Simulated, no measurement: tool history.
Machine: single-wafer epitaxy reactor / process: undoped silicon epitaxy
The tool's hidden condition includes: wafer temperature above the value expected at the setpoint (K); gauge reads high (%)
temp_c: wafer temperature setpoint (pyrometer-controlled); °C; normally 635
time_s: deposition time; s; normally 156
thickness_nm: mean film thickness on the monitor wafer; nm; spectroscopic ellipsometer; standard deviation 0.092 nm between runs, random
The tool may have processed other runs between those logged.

run	day	temp_c	time_s	wafers since the last listed run	hours since the last pyrometer calibration	hours since the gauge calibration	read-back reference wafer on the same gauge, thickness_nm	thickness_nm
1	0	635	173	0	644.5	549	15.685	20.019
2	2.925	635	173	464	714.7	619.2	15.672	19.745
3	6.817	635	141	618	808.1	712.6	15.677	16.302
4	10.512	626	156	587	896.8	801.3	15.684	14.411
5	14.162	630	156	579	984.4	888.9	15.704	15.944
6	18.042	630	156	616	1077.5	982	15.754	15.791
7	20.221	630	156	346	1129.8	1034.3	15.688	15.9
8	23.012	635	168	443	1196.8	1101.3	15.703	19.299
9	25.442	635	168	385	1255.1	1159.6	15.703	19.35
10	26.967	635	156	242	1291.7	1196.2	15.673	18.068
11	30.525	635	156	565	1377.1	1281.6	15.713	18.134
# day 32.258: gauge calibrated
12	33.967	635	156	546	1459.7	41	15.706	17.97
13	38.317	635	156	691	1564.1	145.4	15.717	17.987
14	46.054	635	131	1229	1749.8	331.1	15.724	15.187
15	48.358	649	177	366	1805.1	386.4	15.722	29.081
# day 49.992: pyrometer calibrated
16	51.992	635	156	524	48	473.6	15.757	17.889
17	54.221	631	182	354	101.5	527.1	15.662	18.941
18	59.617	643	135	857	231	656.6	15.726	18.97
19	62.442	627	131	448	298.8	724.4	15.685	12.3
20	65.117	631	156	425	363	788.6	15.722	16.182
21	68.171	626	180	485	436.3	861.9	15.7	16.416
22	71.712	649	177	562	521.3	946.9	15.65	28.944

Here are 5 independent what-if runs from the current tool condition. What would each one return?
A	71.729	635	127	2	521.7	947.3	?	?
B	71.729	647	146	2	521.7	947.3	?	?
C	71.729	628	126	2	521.7	947.3	?	?
D	71.729	643	126	2	521.7	947.3	?	?
E	71.729	624	139	2	521.7	947.3	?	?

run	read-back reference wafer on the same gauge, thickness_nm	thickness_nm
A	15.666	14.762
B	15.666	22.986
C	15.666	12.218
D	15.666	17.947
E	15.666	12.135
Take away the tool's hidden state, keep each run's random variation, and the runs would have read:
run	thickness_nm
A	14.762
B	22.986
C	12.218
D	17.947
E	12.135
